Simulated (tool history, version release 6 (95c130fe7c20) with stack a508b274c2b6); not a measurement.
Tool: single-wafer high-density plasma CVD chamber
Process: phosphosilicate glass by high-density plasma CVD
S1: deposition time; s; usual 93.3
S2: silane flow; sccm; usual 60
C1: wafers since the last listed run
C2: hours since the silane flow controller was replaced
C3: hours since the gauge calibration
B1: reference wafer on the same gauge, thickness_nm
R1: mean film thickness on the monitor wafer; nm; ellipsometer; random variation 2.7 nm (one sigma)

run,hour,S1,S2,C1,C2,C3,B1,R1
1,0.0,93.3,53,0,2630.9,1422.7,601.221,487.265
2,90.3,93.3,60,712,2721.2,1513.0,601.924,543.420
3,152.0,93.3,60,486,2782.9,1574.7,600.430,549.511
4,221.9,80.3,60,551,2852.8,1644.6,600.613,467.596
5,314.2,80.3,60,728,2945.1,1736.9,600.915,470.766
6,396.5,93.3,60,649,3027.4,1819.2,599.522,547.556
7,439.4,93.3,60,338,3070.3,1862.1,601.790,544.064
8,509.7,93.3,60,554,3140.6,1932.4,600.284,547.096
9,672.2,87.9,60,1281,3303.1,2094.9,600.520,520.279
10,733.1,87.9,60,480,3364.0,2155.8,601.385,516.714
# hour 884.5: gauge calibrated
11,1049.9,87.9,60,2498,3680.8,165.4,600.877,520.750
12,1105.3,93.3,60,436,3736.2,220.8,600.347,552.472
13,1143.0,93.3,60,297,3773.9,258.5,601.333,551.482
14,1239.3,79.8,64,759,3870.2,354.8,600.397,500.834
15,1284.0,87.9,53,352,3914.9,399.5,599.988,466.695
16,1350.9,85.8,56,527,3981.8,466.4,600.316,476.626
17,1437.6,93.3,66,683,4068.5,553.1,600.789,604.896
18,1504.0,84.5,65,523,4134.9,619.5,600.931,544.876

Run 19 comes next. What will it give?
19,1591.0,85.0,60,686,4221.9,706.5,?,?

{"run 19": {"B1": 601.753, "R1": 507.549}}
Without the tool's hidden state the same run would have given R1 488.025 nm.

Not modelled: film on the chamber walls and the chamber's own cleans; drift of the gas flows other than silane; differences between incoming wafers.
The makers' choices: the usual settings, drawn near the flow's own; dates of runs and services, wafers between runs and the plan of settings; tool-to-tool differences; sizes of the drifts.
